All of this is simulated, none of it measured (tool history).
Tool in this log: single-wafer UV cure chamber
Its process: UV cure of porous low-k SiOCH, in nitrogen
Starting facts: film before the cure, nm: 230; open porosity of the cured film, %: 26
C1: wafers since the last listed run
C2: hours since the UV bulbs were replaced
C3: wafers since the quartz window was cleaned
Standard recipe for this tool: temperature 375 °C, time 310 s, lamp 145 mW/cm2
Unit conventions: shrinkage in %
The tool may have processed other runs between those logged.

run 1 day=0.000 | temperature=375 time=310 lamp=145 | C1=0 C2=2362.8 C3=935 | shrinkage=16.306
run 2 day=2.246 | temperature=375 time=310 lamp=145 | C1=669 C2=2416.7 C3=1604 | shrinkage=16.284
run 3 day=5.704 | temperature=375 time=310 lamp=145 | C1=1030 C2=2499.7 C3=2635 | shrinkage=16.327
-- day=7.800 quartz window cleaned
run 4 day=8.412 | temperature=384 time=310 lamp=145 | C1=707 C2=2564.7 C3=182 | shrinkage=16.849
run 5 day=12.208 | temperature=384 time=310 lamp=145 | C1=1131 C2=2655.8 C3=1313 | shrinkage=16.698
-- day=16.367 quartz window cleaned
-- day=16.458 UV bulbs replaced
run 6 day=16.479 | temperature=384 time=310 lamp=145 | C1=1146 C2=0.5 C3=6 | shrinkage=16.525
run 7 day=18.300 | temperature=390 time=310 lamp=145 | C1=542 C2=44.2 C3=549 | shrinkage=16.657
run 8 day=22.638 | temperature=390 time=310 lamp=145 | C1=1292 C2=148.3 C3=1841 | shrinkage=16.877
run 9 day=24.138 | temperature=375 time=310 lamp=145 | C1=447 C2=184.3 C3=2288 | shrinkage=16.331
-- day=25.917 quartz window cleaned
run 10 day=26.075 | temperature=375 time=455 lamp=145 | C1=478 C2=230.8 C3=47 | shrinkage=18.591
run 11 day=28.979 | temperature=355 time=310 lamp=125 | C1=865 C2=300.5 C3=912 | shrinkage=15.081
run 12 day=32.638 | temperature=375 time=240 lamp=127 | C1=1090 C2=388.3 C3=2002 | shrinkage=14.621
-- day=34.975 quartz window cleaned
run 13 day=37.133 | temperature=355 time=310 lamp=125 | C1=1240 C2=496.2 C3=642 | shrinkage=14.895
run 14 day=41.058 | temperature=384 time=310 lamp=145 | C1=1169 C2=590.4 C3=1812 | shrinkage=16.409
-- day=44.354 quartz window cleaned
run 15 day=45.125 | temperature=365 time=135 lamp=159 | C1=1112 C2=688.0 C3=230 | shrinkage=12.462
run 16 day=47.750 | temperature=395 time=360 lamp=125 | C1=782 C2=751.0 C3=1012 | shrinkage=17.143
run 17 day=50.258 | temperature=375 time=310 lamp=161 | C1=747 C2=811.2 C3=1760 | shrinkage=16.983

Branching from run 17: 5 alternative next runs. What would each branch give?
run A day=50.275 | temperature=375 time=310 lamp=177 | C1=4 C2=811.6 C3=1765 | shrinkage=?
run B day=50.275 | temperature=364 time=180 lamp=126 | C1=4 C2=811.6 C3=1765 | shrinkage=?
run C day=50.275 | temperature=375 time=160 lamp=145 | C1=4 C2=811.6 C3=1765 | shrinkage=?
run D day=50.275 | temperature=375 time=255 lamp=145 | C1=4 C2=811.6 C3=1765 | shrinkage=?
run E day=50.275 | temperature=375 time=310 lamp=114 | C1=4 C2=811.6 C3=1765 | shrinkage=?

run=A shrinkage=17.308
run=B shrinkage=12.644
run=C shrinkage=12.978
run=D shrinkage=15.295
run=E shrinkage=15.067
Stripped of hidden state, with their random variation kept, the same runs would have yielded:
run=A shrinkage=17.308
run=B shrinkage=12.644
run=C shrinkage=12.978
run=D shrinkage=15.295
run=E shrinkage=15.067
